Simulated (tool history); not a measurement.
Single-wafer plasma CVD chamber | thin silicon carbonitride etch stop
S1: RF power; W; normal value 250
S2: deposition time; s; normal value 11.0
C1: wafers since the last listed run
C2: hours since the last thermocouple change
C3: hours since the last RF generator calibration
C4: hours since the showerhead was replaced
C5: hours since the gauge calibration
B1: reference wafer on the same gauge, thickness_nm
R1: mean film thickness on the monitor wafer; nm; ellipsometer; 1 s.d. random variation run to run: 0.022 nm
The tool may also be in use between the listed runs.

| run | day | S1 | S2 | C1 | C2 | C3 | C4 | C5 | B1 | R1 |
|---|---|---|---|---|---|---|---|---|---|---|
| 1 | 0.000 | 235 | 11.0 | 0 | 702.4 | 1208.6 | 3823.3 | 171.5 | 7.092 | 6.211 |
| 2 | 1.271 | 250 | 11.0 | 477 | 732.9 | 1239.1 | 3853.8 | 202.0 | 7.085 | 6.370 |
| 3 | 2.458 | 250 | 11.0 | 446 | 761.4 | 1267.6 | 3882.3 | 230.5 | 7.083 | 6.367 |
| 4 | 3.383 | 250 | 11.0 | 347 | 783.6 | 1289.8 | 3904.5 | 252.7 | 7.090 | 6.387 |
| 5 | 4.021 | 250 | 12.6 | 239 | 798.9 | 1305.1 | 3919.8 | 268.0 | 7.088 | 7.292 |
| 6 | 5.462 | 250 | 12.6 | 541 | 833.5 | 1339.7 | 3954.4 | 302.6 | 7.087 | 7.308 |
|  | 5.850 | RF generator calibrated |
| 7 | 6.571 | 290 | 12.4 | 291 | 860.1 | 17.3 | 3981.0 | 329.2 | 7.101 | 7.569 |
| 8 | 7.979 | 250 | 11.0 | 529 | 893.9 | 51.1 | 4014.8 | 363.0 | 7.088 | 6.417 |
| 9 | 9.133 | 250 | 11.0 | 433 | 921.6 | 78.8 | 4042.5 | 390.7 | 7.089 | 6.420 |
| 10 | 13.508 | 250 | 11.0 | 1643 | 1026.6 | 183.8 | 4147.5 | 495.7 | 7.095 | 6.349 |
| 11 | 14.192 | 250 | 10.1 | 256 | 1043.0 | 200.2 | 4163.9 | 512.1 | 7.084 | 5.894 |
| 12 | 14.729 | 250 | 10.1 | 201 | 1055.9 | 213.1 | 4176.8 | 525.0 | 7.091 | 5.875 |
| 13 | 15.308 | 250 | 10.1 | 217 | 1069.8 | 227.0 | 4190.7 | 538.9 | 7.097 | 5.882 |
| 14 | 16.154 | 250 | 12.5 | 317 | 1090.1 | 247.3 | 4211.0 | 559.2 | 7.087 | 7.230 |
| 15 | 16.812 | 225 | 9.6 | 247 | 1105.9 | 263.1 | 4226.8 | 575.0 | 7.096 | 5.358 |
| 16 | 17.417 | 250 | 9.8 | 226 | 1120.4 | 277.6 | 4241.3 | 589.5 | 7.088 | 5.673 |
| 17 | 21.250 | 280 | 11.7 | 1439 | 1212.4 | 369.6 | 4333.3 | 681.5 | 7.091 | 7.073 |
| 18 | 22.579 | 210 | 11.0 | 499 | 1244.3 | 401.5 | 4365.2 | 713.4 | 7.087 | 5.996 |
| 19 | 26.683 | 250 | 11.0 | 1541 | 1342.8 | 500.0 | 4463.7 | 811.9 | 7.097 | 6.368 |
|  | 27.567 | gauge calibrated |
| 20 | 27.892 | 250 | 11.0 | 453 | 1371.8 | 529.0 | 4492.7 | 7.8 | 7.092 | 6.414 |
| 21 | 28.433 | 275 | 10.0 | 203 | 1384.8 | 542.0 | 4505.7 | 20.8 | 7.091 | 6.018 |
|  | 29.358 | thermocouple changed; heater temperature recalibrated |
| 22 | 31.450 | 250 | 13.1 | 1007 | 50.2 | 614.4 | 4578.1 | 93.2 | 7.095 | 7.606 |
|  | 32.579 | showerhead replaced |
| 23 | 32.600 | 215 | 11.0 | 306 | 77.8 | 642.0 | 0.5 | 120.8 | 7.091 | 6.027 |
| 24 | 33.417 | 250 | 12.9 | 306 | 97.4 | 661.6 | 20.1 | 140.4 | 7.089 | 7.463 |
| 25 | 34.408 | 300 | 9.2 | 372 | 121.2 | 685.4 | 43.9 | 164.2 | 7.099 | 5.681 |
| 26 | 35.562 | 270 | 12.8 | 433 | 148.9 | 713.1 | 71.6 | 191.9 | 7.086 | 7.609 |
| 27 | 36.688 | 250 | 11.6 | 422 | 175.9 | 740.1 | 98.6 | 218.9 | 7.095 | 6.737 |
| 28 | 37.233 | 250 | 11.0 | 205 | 189.0 | 753.2 | 111.7 | 232.0 | 7.093 | 6.386 |
| 29 | 38.392 | 220 | 10.1 | 435 | 216.8 | 781.0 | 139.5 | 259.8 | 7.086 | 5.587 |
| 30 | 39.850 | 205 | 9.2 | 547 | 251.8 | 816.0 | 174.5 | 294.8 | 7.088 | 4.976 |
| 31 | 41.329 | 270 | 12.8 | 555 | 287.3 | 851.5 | 210.0 | 330.3 | 7.092 | 7.601 |
| 32 | 41.842 | 250 | 11.0 | 192 | 299.6 | 863.8 | 222.3 | 342.6 | 7.080 | 6.342 |

Run 33 comes next. What will it give?
| 33 | 42.804 | 265 | 12.7 | 361 | 322.7 | 886.9 | 245.4 | 365.7 | ? | ? |

B1: 7.086
R1: 7.535 nm
Were there no unlogged condition in the tool, this run, its random variation unchanged, would have produced R1 7.535 nm.

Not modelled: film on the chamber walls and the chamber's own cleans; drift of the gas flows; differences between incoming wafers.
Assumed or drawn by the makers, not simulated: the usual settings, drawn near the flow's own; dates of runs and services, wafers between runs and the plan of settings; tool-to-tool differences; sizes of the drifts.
